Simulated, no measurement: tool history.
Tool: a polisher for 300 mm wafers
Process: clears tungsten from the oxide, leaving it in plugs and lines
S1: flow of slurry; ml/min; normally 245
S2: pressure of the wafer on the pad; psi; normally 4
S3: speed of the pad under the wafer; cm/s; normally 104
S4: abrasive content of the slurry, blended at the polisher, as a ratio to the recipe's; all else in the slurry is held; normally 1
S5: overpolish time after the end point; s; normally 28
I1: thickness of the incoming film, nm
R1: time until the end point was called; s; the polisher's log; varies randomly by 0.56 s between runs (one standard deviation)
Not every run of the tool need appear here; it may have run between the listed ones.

{"run": 1, "hour": 0.0, "S1": 245, "S2": 4, "S3": 104, "S4": 1, "S5": 28, "I1": 408.5, "R1": 67}
{"run": 2, "hour": 24.1, "S1": 245, "S2": 4, "S3": 104, "S4": 1, "S5": 28, "I1": 405.1, "R1": 66.9}
{"run": 3, "hour": 57.8, "S1": 245, "S2": 4, "S3": 104, "S4": 1, "S5": 28, "I1": 401.6, "R1": 67}
{"hour": 104.7, "done": "worn pad replaced by a new one"}
{"hour": 126.8, "done": "slurry tank refilled with fresh slurry and peroxide"}
{"hour": 200.0, "done": "slurry blender recalibrated"}
{"run": 4, "hour": 217.6, "S1": 245, "S2": 4, "S3": 104, "S4": 1, "S5": 36, "I1": 396.7, "R1": 65.4}
{"run": 5, "hour": 263.1, "S1": 245, "S2": 4, "S3": 104, "S4": 1, "S5": 36, "I1": 411.6, "R1": 68.3}
{"run": 6, "hour": 294.1, "S1": 245, "S2": 4, "S3": 104, "S4": 1, "S5": 36, "I1": 412, "R1": 69.6}
{"hour": 319.5, "done": "worn pad replaced by a new one"}
{"run": 7, "hour": 323.0, "S1": 245, "S2": 4, "S3": 104, "S4": 1, "S5": 28, "I1": 406.9, "R1": 67}
{"run": 8, "hour": 355.6, "S1": 245, "S2": 3.2, "S3": 104, "S4": 1, "S5": 28, "I1": 407.1, "R1": 82.7}
{"hour": 379.5, "done": "slurry tank refilled with fresh slurry and peroxide"}
{"run": 9, "hour": 412.6, "S1": 245, "S2": 3.2, "S3": 104, "S4": 1, "S5": 28, "I1": 399.9, "R1": 82.6}
{"run": 10, "hour": 459.5, "S1": 245, "S2": 4, "S3": 104, "S4": 1, "S5": 28, "I1": 401.2, "R1": 66.9}
{"hour": 506.2, "done": "slurry blender recalibrated"}
{"hour": 510.0, "done": "worn pad replaced by a new one"}
{"run": 11, "hour": 510.5, "S1": 245, "S2": 4, "S3": 104, "S4": 1, "S5": 28, "I1": 407.8, "R1": 66.8}
{"run": 12, "hour": 572.0, "S1": 245, "S2": 4, "S3": 104, "S4": 1, "S5": 28, "I1": 402.1, "R1": 66}
{"hour": 601.4, "done": "slurry tank refilled with fresh slurry and peroxide"}
{"run": 13, "hour": 605.4, "S1": 245, "S2": 4, "S3": 104, "S4": 1, "S5": 28, "I1": 403.4, "R1": 65.3}

For run 14, what comes out?
{"hour": 612.0, "done": "head pressure recalibrated"}
{"hour": 667.4, "done": "slurry nozzle cleaned"}
{"run": 14, "hour": 667.7, "S1": 225, "S2": 4, "S3": 104, "S4": 0.7, "S5": 28, "I1": 400.7, "R1": "?"}

R1: 74.3 s
On a tool with no hidden condition, and with the same random variation, this run would have come out at R1 72.5 s.
